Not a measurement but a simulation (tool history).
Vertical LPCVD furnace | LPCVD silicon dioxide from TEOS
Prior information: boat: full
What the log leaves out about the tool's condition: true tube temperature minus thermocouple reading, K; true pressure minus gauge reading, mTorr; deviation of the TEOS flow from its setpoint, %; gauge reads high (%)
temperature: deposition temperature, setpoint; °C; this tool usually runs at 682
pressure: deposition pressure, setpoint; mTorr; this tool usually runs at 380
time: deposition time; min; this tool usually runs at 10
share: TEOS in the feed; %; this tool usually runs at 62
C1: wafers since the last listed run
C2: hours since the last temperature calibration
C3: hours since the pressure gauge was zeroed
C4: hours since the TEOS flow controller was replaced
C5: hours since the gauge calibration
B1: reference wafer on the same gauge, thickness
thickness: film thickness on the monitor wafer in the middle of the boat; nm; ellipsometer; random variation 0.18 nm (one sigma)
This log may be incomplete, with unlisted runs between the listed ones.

run 1 hour=0 | temperature=682 pressure=380 time=10 share=62 | C1=0 C2=1963.5 C3=1234.6 C4=6241.9 C5=162.5 | B1=53.62 | thickness=57.08
run 2 hour=9.8 | temperature=682 pressure=380 time=10 share=62 | C1=250 C2=1973.3 C3=1244.4 C4=6251.7 C5=172.3 | B1=53.61 | thickness=57.02
run 3 hour=26.6 | temperature=682 pressure=380 time=10 share=62 | C1=429 C2=1990.1 C3=1261.2 C4=6268.5 C5=189.1 | B1=53.51 | thickness=57.38
run 4 hour=37.4 | temperature=682 pressure=455 time=10 share=62 | C1=276 C2=2000.9 C3=1272 C4=6279.3 C5=199.9 | B1=53.61 | thickness=62.31
run 5 hour=48.8 | temperature=682 pressure=455 time=10 share=62 | C1=291 C2=2012.3 C3=1283.4 C4=6290.7 C5=211.3 | B1=53.55 | thickness=62.85
run 6 hour=59.1 | temperature=682 pressure=455 time=10 share=62 | C1=263 C2=2022.6 C3=1293.7 C4=6301 C5=221.6 | B1=53.6 | thickness=62.64
run 7 hour=70 | temperature=682 pressure=380 time=10 share=62 | C1=278 C2=2033.5 C3=1304.6 C4=6311.9 C5=232.5 | B1=53.61 | thickness=57.31
run 8 hour=76.5 | temperature=682 pressure=380 time=10 share=62 | C1=166 C2=2040 C3=1311.1 C4=6318.4 C5=239 | B1=53.61 | thickness=57.81
run 9 hour=83.9 | temperature=682 pressure=380 time=10 share=62 | C1=189 C2=2047.4 C3=1318.5 C4=6325.8 C5=246.4 | B1=53.55 | thickness=57.65
-- hour=112.6 thermocouples replaced and temperature profile calibrated
run 10 hour=113.1 | temperature=682 pressure=380 time=10 share=62 | C1=133 C2=0.5 C3=1347.7 C4=6355 C5=275.6 | B1=53.66 | thickness=51.31
run 11 hour=116.1 | temperature=682 pressure=380 time=10 share=62 | C1=76 C2=3.5 C3=1350.7 C4=6358 C5=278.6 | B1=53.56 | thickness=51.04
run 12 hour=119.9 | temperature=691 pressure=380 time=10 share=62 | C1=97 C2=7.3 C3=1354.5 C4=6361.8 C5=282.4 | B1=53.65 | thickness=63.8
run 13 hour=157.8 | temperature=691 pressure=380 time=10 share=62 | C1=969 C2=45.2 C3=1392.4 C4=6399.7 C5=320.3 | B1=53.59 | thickness=63.34
run 14 hour=174.2 | temperature=682 pressure=380 time=10 share=62 | C1=419 C2=61.6 C3=1408.8 C4=6416.1 C5=336.7 | B1=53.57 | thickness=51.01
run 15 hour=189.5 | temperature=676 pressure=415 time=8.5 share=54 | C1=391 C2=76.9 C3=1424.1 C4=6431.4 C5=352 | B1=53.56 | thickness=36.64
run 16 hour=199.1 | temperature=671 pressure=430 time=8.5 share=62 | C1=245 C2=86.5 C3=1433.7 C4=6441 C5=361.6 | B1=53.66 | thickness=35.45
-- hour=204.2 gauge calibrated
-- hour=236.9 pressure gauge zeroed
run 17 hour=237.4 | temperature=682 pressure=445 time=10 share=62 | C1=365 C2=124.8 C3=0.5 C4=6479.3 C5=33.2 | B1=53.6 | thickness=55.4
run 18 hour=240.3 | temperature=682 pressure=380 time=10 share=62 | C1=12 C2=127.7 C3=3.4 C4=6482.2 C5=36.1 | B1=53.61 | thickness=51.27
run 19 hour=243.3 | temperature=686 pressure=380 time=8 share=62 | C1=0 C2=130.7 C3=6.4 C4=6485.2 C5=39.1 | B1=53.66 | thickness=45.13
-- hour=261.9 TEOS flow controller replaced
run 20 hour=262.4 | temperature=688 pressure=420 time=10 share=53 | C1=13 C2=149.8 C3=25.5 C4=0.5 C5=58.2 | B1=53.6 | thickness=57.63
run 21 hour=265.3 | temperature=677 pressure=470 time=6 share=62 | C1=74 C2=152.7 C3=28.4 C4=3.4 C5=61.1 | B1=53.6 | thickness=30.21
run 22 hour=268.3 | temperature=678 pressure=445 time=13 share=67 | C1=76 C2=155.7 C3=31.4 C4=6.4 C5=64.1 | B1=53.64 | thickness=68.28
run 23 hour=285.5 | temperature=675 pressure=450 time=12.5 share=62 | C1=440 C2=172.9 C3=48.6 C4=23.6 C5=81.3 | B1=53.6 | thickness=58.68
run 24 hour=296.9 | temperature=687 pressure=310 time=12.5 share=57 | C1=291 C2=184.3 C3=60 C4=35 C5=92.7 | B1=53.63 | thickness=62.53
run 25 hour=314.8 | temperature=682 pressure=380 time=10 share=62 | C1=457 C2=202.2 C3=77.9 C4=52.9 C5=110.6 | B1=53.6 | thickness=50.76
run 26 hour=323.2 | temperature=682 pressure=380 time=10 share=62 | C1=214 C2=210.6 C3=86.3 C4=61.3 C5=119 | B1=53.58 | thickness=51.12
run 27 hour=338.6 | temperature=676 pressure=405 time=7.5 share=62 | C1=393 C2=226 C3=101.7 C4=76.7 C5=134.4 | B1=53.6 | thickness=34.35
run 28 hour=350.9 | temperature=682 pressure=380 time=10 share=62 | C1=314 C2=238.3 C3=114 C4=89 C5=146.7 | B1=53.58 | thickness=51.13
run 29 hour=358.2 | temperature=682 pressure=380 time=10 share=57 | C1=186 C2=245.6 C3=121.3 C4=96.3 C5=154 | B1=53.56 | thickness=49.11

Hidden state, per run?
true pressure minus gauge reading, mTorr: 0, the same for each run
deviation of the TEOS flow from its setpoint, %: 0, the same for each run
gauge reads high (%): 0, the same for each run
H1: true tube temperature minus thermocouple reading, K
run=1 H1=4.88
run=2 H1=4.93
run=3 H1=5
run=4 H1=5.05
run=5 H1=5.11
run=6 H1=5.16
run=7 H1=5.21
run=8 H1=5.24
run=9 H1=5.27
run=10 H1=0.276
run=11 H1=0.276
run=12 H1=0.276
run=13 H1=0.278
run=14 H1=0.28
run=15 H1=0.283
run=16 H1=0.285
run=17 H1=0.294
run=18 H1=0.295
run=19 H1=0.296
run=20 H1=0.302
run=21 H1=0.303
run=22 H1=0.304
run=23 H1=0.311
run=24 H1=0.315
run=25 H1=0.323
run=26 H1=0.327
run=27 H1=0.335
run=28 H1=0.342
run=29 H1=0.346
